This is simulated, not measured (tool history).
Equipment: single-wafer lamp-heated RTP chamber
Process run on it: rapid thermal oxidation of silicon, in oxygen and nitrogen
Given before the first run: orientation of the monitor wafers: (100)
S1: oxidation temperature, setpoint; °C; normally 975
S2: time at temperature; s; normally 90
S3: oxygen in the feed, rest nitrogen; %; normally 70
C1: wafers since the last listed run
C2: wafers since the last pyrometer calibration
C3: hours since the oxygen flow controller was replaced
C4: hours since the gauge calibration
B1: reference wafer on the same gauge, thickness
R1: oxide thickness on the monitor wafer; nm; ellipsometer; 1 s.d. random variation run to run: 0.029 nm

{"run": 1, "hour": 0.0, "S1": 968, "S2": 90, "S3": 53, "C1": 0, "C2": 919, "C3": 5476.0, "C4": 433.6, "B1": 6.055, "R1": 4.54}
{"run": 2, "hour": 23.9, "S1": 968, "S2": 90, "S3": 53, "C1": 237, "C2": 1157, "C3": 5499.9, "C4": 457.5, "B1": 6.06, "R1": 4.55}
{"run": 3, "hour": 48.3, "S1": 968, "S2": 90, "S3": 53, "C1": 242, "C2": 1400, "C3": 5524.3, "C4": 481.9, "B1": 6.063, "R1": 4.504}
{"run": 4, "hour": 78.3, "S1": 975, "S2": 64, "S3": 70, "C1": 298, "C2": 1698, "C3": 5554.3, "C4": 511.9, "B1": 6.059, "R1": 4.512}
{"run": 5, "hour": 93.9, "S1": 975, "S2": 90, "S3": 70, "C1": 155, "C2": 1853, "C3": 5569.9, "C4": 527.5, "B1": 6.056, "R1": 5.225}
{"run": 6, "hour": 126.3, "S1": 975, "S2": 90, "S3": 70, "C1": 322, "C2": 2175, "C3": 5602.3, "C4": 559.9, "B1": 6.064, "R1": 5.163}
{"run": 7, "hour": 150.6, "S1": 975, "S2": 90, "S3": 70, "C1": 241, "C2": 2417, "C3": 5626.6, "C4": 584.2, "B1": 6.055, "R1": 5.215}
{"hour": 178.3, "done": "gauge calibrated"}
{"run": 8, "hour": 185.4, "S1": 975, "S2": 90, "S3": 70, "C1": 346, "C2": 2763, "C3": 5661.4, "C4": 7.1, "B1": 6.06, "R1": 5.189}
{"run": 9, "hour": 201.3, "S1": 975, "S2": 90, "S3": 70, "C1": 158, "C2": 2921, "C3": 5677.3, "C4": 23.0, "B1": 6.064, "R1": 5.219}
{"run": 10, "hour": 227.0, "S1": 982, "S2": 123, "S3": 70, "C1": 255, "C2": 3177, "C3": 5703.0, "C4": 48.7, "B1": 6.064, "R1": 6.283}
{"run": 11, "hour": 257.8, "S1": 982, "S2": 123, "S3": 70, "C1": 306, "C2": 3483, "C3": 5733.8, "C4": 79.5, "B1": 6.066, "R1": 6.297}
{"run": 12, "hour": 281.4, "S1": 954, "S2": 104, "S3": 85, "C1": 234, "C2": 3718, "C3": 5757.4, "C4": 103.1, "B1": 6.062, "R1": 5.036}
{"run": 13, "hour": 299.7, "S1": 951, "S2": 67, "S3": 70, "C1": 181, "C2": 3900, "C3": 5775.7, "C4": 121.4, "B1": 6.061, "R1": 3.868}
{"hour": 324.4, "done": "pyrometer window cleaned and pyrometer calibrated"}
{"run": 14, "hour": 325.6, "S1": 975, "S2": 75, "S3": 83, "C1": 178, "C2": 11, "C3": 5801.6, "C4": 147.3, "B1": 6.06, "R1": 5.072}
{"run": 15, "hour": 345.2, "S1": 988, "S2": 90, "S3": 70, "C1": 194, "C2": 206, "C3": 5821.2, "C4": 166.9, "B1": 6.053, "R1": 5.722}
{"run": 16, "hour": 363.5, "S1": 947, "S2": 119, "S3": 51, "C1": 181, "C2": 388, "C3": 5839.5, "C4": 185.2, "B1": 6.06, "R1": 4.319}
{"run": 17, "hour": 388.6, "S1": 975, "S2": 130, "S3": 49, "C1": 249, "C2": 638, "C3": 5864.6, "C4": 210.3, "B1": 6.064, "R1": 5.419}
{"hour": 406.0, "done": "oxygen flow controller replaced"}
{"run": 18, "hour": 472.0, "S1": 975, "S2": 90, "S3": 70, "C1": 749, "C2": 1388, "C3": 66.0, "C4": 293.7, "B1": 6.065, "R1": 5.241}
{"run": 19, "hour": 501.5, "S1": 975, "S2": 90, "S3": 70, "C1": 293, "C2": 1681, "C3": 95.5, "C4": 323.2, "B1": 6.057, "R1": 5.194}
{"run": 20, "hour": 516.1, "S1": 975, "S2": 90, "S3": 96, "C1": 145, "C2": 1826, "C3": 110.1, "C4": 337.8, "B1": 6.071, "R1": 5.832}

Run 21 comes next. What will it give?
{"run": 21, "hour": 548.0, "S1": 975, "S2": 90, "S3": 70, "C1": 317, "C2": 2144, "C3": 142.0, "C4": 369.7, "B1": "?", "R1": "?"}

{"run 21": {"B1": 6.064, "R1": 5.119}}
Minus the tool's unlogged condition, the same run would have read R1 5.119 nm.
